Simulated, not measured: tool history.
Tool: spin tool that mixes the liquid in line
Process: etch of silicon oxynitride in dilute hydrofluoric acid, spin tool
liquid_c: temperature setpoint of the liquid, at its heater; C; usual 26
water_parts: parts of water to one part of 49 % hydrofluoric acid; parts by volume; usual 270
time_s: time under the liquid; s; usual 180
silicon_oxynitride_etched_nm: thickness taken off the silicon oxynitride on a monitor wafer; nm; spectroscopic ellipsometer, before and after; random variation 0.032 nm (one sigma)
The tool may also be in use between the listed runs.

run	day	liquid_c	water_parts	time_s	read-back film thickness of the silicon oxynitride reference wafer, read on the same gauge (nm)	silicon_oxynitride_etched_nm
1	0	26	270	180	50.012	3.636
2	0.988	26	270	180	49.996	3.628
3	1.75	26	270	180	49.995	3.732
4	2.367	26	270	180	50.007	3.712
5	3.146	23	270	245	49.986	4.467
6	3.871	26	305	180	49.998	3.15
7	4.758	26	305	180	49.971	3.147
8	6.204	26	245	180	49.989	4.144
9	7.233	26	245	180	50.024	4.229
10	8.238	29.5	270	75	50.063	1.795
# day 9.112: hydrofluoric acid flow meter replaced
11	9.371	26	330	180	50.008	2.492
12	10.596	26	270	85	49.979	1.507
# day 11.042: thermometer replaced
# day 11.146: gauge calibrated
13	11.188	26	270	180	49.962	3.211
14	12.183	26	270	180	50.009	3.297
15	12.721	23.5	155	115	49.973	3.563
16	13.238	21.5	365	250	50.014	2.57
17	13.783	26	270	180	50.033	3.271
18	17.133	30.5	160	180	49.995	7.287
19	18.4	22.5	225	255	49.976	4.928

Forecast each of these 5 alternatives for the next run:
A	18.421	26	180	180	?	?
B	18.421	29.5	270	180	?	?
C	18.421	26	270	250	?	?
D	18.421	23	270	75	?	?
E	18.421	29.5	175	85	?	?

run	read-back film thickness of the silicon oxynitride reference wafer, read on the same gauge (nm)	silicon_oxynitride_etched_nm
A	50.004	5.348
B	50.004	3.847
C	50.004	4.623
D	50.004	1.219
E	50.004	3.039
Without the tool's hidden state the same runs would have given:
run	silicon_oxynitride_etched_nm
A	5.19
B	3.727
C	4.481
D	1.182
E	2.948
